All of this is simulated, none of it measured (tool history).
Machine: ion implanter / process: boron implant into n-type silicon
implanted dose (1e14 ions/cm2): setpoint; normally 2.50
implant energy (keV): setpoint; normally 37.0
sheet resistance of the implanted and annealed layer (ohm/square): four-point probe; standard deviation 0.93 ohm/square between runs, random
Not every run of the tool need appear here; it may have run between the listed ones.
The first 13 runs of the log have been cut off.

| run | hour | implanted dose (1e14 ions/cm2) | implant energy (keV) | wafers since the last listed run | hours since the last dose calibration | hours since the extraction supply was calibrated | hours since the gauge calibration | read-back reference wafer on the same gauge, sheet resistance | sheet resistance of the implanted and annealed layer (ohm/square) |
|---|---|---|---|---|---|---|---|---|---|
| 14 | 239.7 | 2.77 | 37.0 | 290 | 27.4 | 3321.6 | 362.4 | 316.91 | 299.02 |
| 15 | 289.5 | 2.77 | 37.0 | 1024 | 77.2 | 3371.4 | 412.2 | 317.58 | 298.59 |
| 16 | 300.0 | 2.50 | 43.5 | 216 | 87.7 | 3381.9 | 422.7 | 317.15 | 319.24 |
| 17 | 311.2 | 2.50 | 27.0 | 230 | 98.9 | 3393.1 | 433.9 | 316.87 | 335.77 |
| 18 | 320.6 | 2.72 | 33.0 | 193 | 108.3 | 3402.5 | 443.3 | 316.40 | 309.61 |
| 19 | 328.6 | 2.50 | 37.0 | 164 | 116.3 | 3410.5 | 451.3 | 317.39 | 325.89 |
|  | 346.5 | extraction supply calibrated |
| 20 | 347.0 | 2.82 | 44.0 | 214 | 134.7 | 0.5 | 469.7 | 317.44 | 290.32 |
| 21 | 358.6 | 2.95 | 41.0 | 238 | 146.3 | 12.1 | 481.3 | 316.66 | 283.14 |
| 22 | 372.4 | 2.02 | 44.0 | 284 | 160.1 | 25.9 | 495.1 | 317.29 | 374.87 |
|  | 377.5 | gauge calibrated |
| 23 | 381.4 | 2.88 | 45.5 | 185 | 169.1 | 34.9 | 3.9 | 317.17 | 283.77 |
| 24 | 397.9 | 3.11 | 28.0 | 339 | 185.6 | 51.4 | 20.4 | 317.24 | 283.17 |
| 25 | 440.2 | 2.50 | 28.5 | 870 | 227.9 | 93.7 | 62.7 | 317.33 | 337.22 |
| 26 | 452.8 | 2.07 | 46.5 | 259 | 240.5 | 106.3 | 75.3 | 317.13 | 366.12 |
| 27 | 465.0 | 2.50 | 42.0 | 251 | 252.7 | 118.5 | 87.5 | 317.68 | 321.75 |
| 28 | 479.2 | 2.50 | 37.0 | 292 | 266.9 | 132.7 | 101.7 | 316.88 | 327.61 |
| 29 | 487.7 | 2.50 | 37.0 | 174 | 275.4 | 141.2 | 110.2 | 316.67 | 326.17 |
| 30 | 500.0 | 3.04 | 29.5 | 253 | 287.7 | 153.5 | 122.5 | 316.67 | 286.37 |
| 31 | 510.1 | 3.08 | 30.5 | 207 | 297.8 | 163.6 | 132.6 | 317.00 | 282.25 |

Here are 4 independent what-if runs from the current tool condition. What would each one return?
| A | 510.5 | 2.50 | 37.0 | 8 | 298.2 | 164.0 | 133.0 | ? | ? |
| B | 510.5 | 3.05 | 42.5 | 8 | 298.2 | 164.0 | 133.0 | ? | ? |
| C | 510.5 | 2.10 | 28.5 | 8 | 298.2 | 164.0 | 133.0 | ? | ? |
| D | 510.5 | 2.50 | 47.5 | 8 | 298.2 | 164.0 | 133.0 | ? | ? |

| run | read-back reference wafer on the same gauge, sheet resistance | sheet resistance of the implanted and annealed layer (ohm/square) |
|---|---|---|
| A | 317.01 | 326.75 |
| B | 317.01 | 274.81 |
| C | 317.01 | 386.78 |
| D | 317.01 | 316.72 |
With the hidden condition removed and each run's random variation left untouched, the same runs would have given:
| run | sheet resistance of the implanted and annealed layer (ohm/square) |
|---|---|
| A | 323.83 |
| B | 272.32 |
| C | 383.29 |
| D | 313.95 |
